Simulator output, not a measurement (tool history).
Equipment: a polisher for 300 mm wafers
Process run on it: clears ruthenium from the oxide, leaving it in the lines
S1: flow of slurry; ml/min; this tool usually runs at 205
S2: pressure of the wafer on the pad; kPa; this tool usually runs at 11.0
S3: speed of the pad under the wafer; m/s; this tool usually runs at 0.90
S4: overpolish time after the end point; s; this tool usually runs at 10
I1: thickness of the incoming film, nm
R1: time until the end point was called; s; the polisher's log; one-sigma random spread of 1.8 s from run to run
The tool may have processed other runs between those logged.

run	hour	S1	S2	S3	S4	I1	R1
1	0.0	205	11.0	0.90	10	115.0	152.1
2	44.7	205	11.0	0.90	10	115.3	154.4
3	128.3	205	11.0	0.90	10	115.7	157.7
# hour 164.2: slurry nozzle cleaned
4	176.3	205	11.0	0.90	10	114.2	160.4
# hour 182.6: worn pad replaced by a new one
5	251.7	205	11.0	0.90	10	113.6	147.7
6	288.4	205	11.0	0.90	10	116.5	151.6
7	342.6	205	11.0	0.90	10	115.4	150.3
8	381.6	205	11.0	0.90	10	115.4	152.6
9	457.1	205	11.0	0.90	10	112.9	154.7
# hour 475.6: worn pad replaced by a new one
# hour 624.0: head pressure recalibrated
# hour 628.6: slurry nozzle cleaned
10	668.9	205	14.5	0.90	10	115.9	115.1
# hour 741.9: worn pad replaced by a new one, of another model than before
11	747.6	230	11.0	1.16	10	115.1	126.4
12	827.0	205	13.1	0.90	10	115.8	134.7
13	926.2	205	11.0	0.90	10	113.8	154.3
14	985.0	140	11.0	0.90	10	116.7	172.0
# hour 1014.4: slurry nozzle cleaned
# hour 1021.2: worn pad replaced by a new one
15	1085.6	205	11.0	0.90	7	115.9	152.9
16	1165.3	245	7.6	1.18	7	115.1	150.5
# hour 1275.7: worn pad replaced by a new one
17	1308.5	205	11.0	0.90	10	113.6	145.6
18	1369.1	205	11.0	0.90	10	116.0	150.8
19	1448.5	205	11.0	0.90	10	115.3	151.6

Branching from run 19: 4 alternative next runs. What would each branch give?
A	1449.0	205	11.0	0.90	10	114.4	?
B	1449.0	240	11.0	0.90	10	114.4	?
C	1449.0	205	11.0	0.64	8	114.4	?
D	1449.0	205	12.4	0.64	10	114.4	?

run	R1
A	151.4
B	147.8
C	185.5
D	172.8
With no hidden state in the tool, these same runs would have given:
run	R1
A	145.9
B	142.5
C	178.9
D	166.6

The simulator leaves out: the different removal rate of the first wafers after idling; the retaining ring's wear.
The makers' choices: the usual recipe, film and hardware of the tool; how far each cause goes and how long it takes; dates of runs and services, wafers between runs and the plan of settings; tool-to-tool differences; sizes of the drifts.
